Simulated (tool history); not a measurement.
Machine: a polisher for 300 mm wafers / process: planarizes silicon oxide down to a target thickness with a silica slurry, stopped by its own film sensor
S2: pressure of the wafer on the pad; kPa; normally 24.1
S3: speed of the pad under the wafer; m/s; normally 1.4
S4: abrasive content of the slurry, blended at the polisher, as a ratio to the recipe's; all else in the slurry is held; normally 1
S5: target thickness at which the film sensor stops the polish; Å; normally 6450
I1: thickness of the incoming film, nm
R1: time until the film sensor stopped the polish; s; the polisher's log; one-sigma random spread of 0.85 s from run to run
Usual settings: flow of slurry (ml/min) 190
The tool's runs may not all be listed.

{"run": 1, "day": 0.0, "flow of slurry (ml/min)": 190, "S2": 24.1, "S3": 1.4, "S4": 1, "S5": 6810, "I1": 907.6, "R1": 64.9}
{"day": 0.083, "done": "slurry blender recalibrated"}
{"run": 2, "day": 2.783, "flow of slurry (ml/min)": 190, "S2": 24.1, "S3": 1.4, "S4": 1, "S5": 6450, "I1": 912.8, "R1": 81.1}
{"day": 3.312, "done": "slurry nozzle cleaned"}
{"run": 3, "day": 4.475, "flow of slurry (ml/min)": 190, "S2": 24.1, "S3": 1.4, "S4": 1, "S5": 6450, "I1": 915.6, "R1": 80.9}
{"run": 4, "day": 6.462, "flow of slurry (ml/min)": 190, "S2": 24.1, "S3": 1.4, "S4": 1, "S5": 6450, "I1": 905.7, "R1": 79.8}
{"run": 5, "day": 8.388, "flow of slurry (ml/min)": 190, "S2": 24.1, "S3": 1.4, "S4": 1, "S5": 6450, "I1": 919, "R1": 85.4}
{"day": 10.838, "done": "conditioning disc replaced and pad reconditioned"}
{"run": 6, "day": 10.996, "flow of slurry (ml/min)": 190, "S2": 24.1, "S3": 1.4, "S4": 1, "S5": 6450, "I1": 932.7, "R1": 80.6}
{"run": 7, "day": 12.946, "flow of slurry (ml/min)": 190, "S2": 24.1, "S3": 1.4, "S4": 0.95, "S5": 6450, "I1": 919.4, "R1": 79.6}
{"day": 13.9, "done": "worn pad replaced by a new one"}
{"run": 8, "day": 14.792, "flow of slurry (ml/min)": 190, "S2": 24.1, "S3": 1.4, "S4": 0.95, "S5": 6450, "I1": 915.8, "R1": 78.7}
{"day": 15.254, "done": "slurry blender recalibrated"}
{"run": 9, "day": 17.275, "flow of slurry (ml/min)": 190, "S2": 24.1, "S3": 1.4, "S4": 1, "S5": 6850, "I1": 914, "R1": 67}
{"day": 17.654, "done": "slurry nozzle cleaned"}
{"run": 10, "day": 25.338, "flow of slurry (ml/min)": 190, "S2": 24.1, "S3": 1.4, "S4": 1, "S5": 6450, "I1": 910.6, "R1": 82.4}
{"day": 25.867, "done": "conditioning disc replaced and pad reconditioned"}
{"day": 26.854, "done": "head pressure recalibrated"}
{"run": 11, "day": 27.162, "flow of slurry (ml/min)": 190, "S2": 17.2, "S3": 1.4, "S4": 0.7, "S5": 7260, "I1": 920.7, "R1": 91}
{"run": 12, "day": 29.062, "flow of slurry (ml/min)": 225, "S2": 24.1, "S3": 0.96, "S4": 1.1, "S5": 7270, "I1": 926.9, "R1": 70.4}
{"day": 30.483, "done": "worn pad replaced by a new one"}
{"day": 30.575, "done": "slurry blender recalibrated"}
{"run": 13, "day": 32.512, "flow of slurry (ml/min)": 190, "S2": 24.1, "S3": 1.4, "S4": 1, "S5": 6450, "I1": 909.9, "R1": 76.9}
{"day": 34.171, "done": "slurry nozzle cleaned"}
{"run": 14, "day": 36.225, "flow of slurry (ml/min)": 240, "S2": 20.7, "S3": 1.7, "S4": 1, "S5": 6450, "I1": 913.8, "R1": 77.7}
{"run": 15, "day": 39.0, "flow of slurry (ml/min)": 190, "S2": 26.2, "S3": 1.84, "S4": 1, "S5": 6840, "I1": 928.8, "R1": 57.2}
{"run": 16, "day": 40.133, "flow of slurry (ml/min)": 225, "S2": 20, "S3": 1.4, "S4": 1.25, "S5": 7050, "I1": 928.6, "R1": 71.2}
{"day": 40.738, "done": "conditioning disc replaced and pad reconditioned"}
{"run": 17, "day": 42.025, "flow of slurry (ml/min)": 190, "S2": 24.1, "S3": 1.4, "S4": 1, "S5": 6450, "I1": 922.2, "R1": 76.9}
{"run": 18, "day": 43.546, "flow of slurry (ml/min)": 225, "S2": 24.1, "S3": 1.4, "S4": 1, "S5": 6450, "I1": 913.2, "R1": 74.6}
{"day": 46.338, "done": "worn pad replaced by a new one"}
{"day": 46.412, "done": "slurry blender recalibrated"}
{"run": 19, "day": 46.433, "flow of slurry (ml/min)": 190, "S2": 24.1, "S3": 1.1, "S4": 1, "S5": 6450, "I1": 917, "R1": 96.6}
{"run": 20, "day": 49.046, "flow of slurry (ml/min)": 190, "S2": 24.1, "S3": 1.4, "S4": 1, "S5": 6450, "I1": 940.1, "R1": 88}
{"day": 52.325, "done": "slurry nozzle cleaned"}
{"run": 21, "day": 55.558, "flow of slurry (ml/min)": 190, "S2": 24.1, "S3": 1.4, "S4": 1, "S5": 7390, "I1": 923.3, "R1": 57.4}
{"day": 57.404, "done": "conditioning disc replaced and pad reconditioned"}
{"run": 22, "day": 57.792, "flow of slurry (ml/min)": 190, "S2": 24.1, "S3": 1.4, "S4": 0.9, "S5": 6450, "I1": 938.6, "R1": 84}
{"run": 23, "day": 60.392, "flow of slurry (ml/min)": 215, "S2": 20, "S3": 1.4, "S4": 1.2, "S5": 6010, "I1": 914.8, "R1": 96}
{"day": 61.246, "done": "slurry blender recalibrated"}
{"run": 24, "day": 62.133, "flow of slurry (ml/min)": 190, "S2": 24.1, "S3": 1.4, "S4": 1, "S5": 6450, "I1": 927.4, "R1": 81.4}
{"day": 63.038, "done": "worn pad replaced by a new one"}
{"run": 25, "day": 63.979, "flow of slurry (ml/min)": 190, "S2": 24.1, "S3": 1.4, "S4": 1, "S5": 6450, "I1": 915.2, "R1": 78.5}

Below are 4 alternative next runs, each starting from the tool's condition after run 25. Predict each:
{"run": "A", "day": 63.996, "flow of slurry (ml/min)": 150, "S2": 24.1, "S3": 1.4, "S4": 1, "S5": 6450, "I1": 938.2, "R1": "?"}
{"run": "B", "day": 63.996, "flow of slurry (ml/min)": 190, "S2": 29, "S3": 0.98, "S4": 1.2, "S5": 5580, "I1": 938.2, "R1": "?"}
{"run": "C", "day": 63.996, "flow of slurry (ml/min)": 225, "S2": 24.1, "S3": 1.4, "S4": 0.9, "S5": 6450, "I1": 938.2, "R1": "?"}
{"run": "D", "day": 63.996, "flow of slurry (ml/min)": 130, "S2": 26.9, "S3": 1.4, "S4": 1, "S5": 6450, "I1": 938.2, "R1": "?"}

run=A R1=86.8
run=B R1=109.9
run=C R1=86.6
run=D R1=80.4
The same runs, with their run-to-run variation unchanged, on a tool lacking any hidden condition would have given:
run=A R1=81.2
run=B R1=103.8
run=C R1=81
run=D R1=74.7
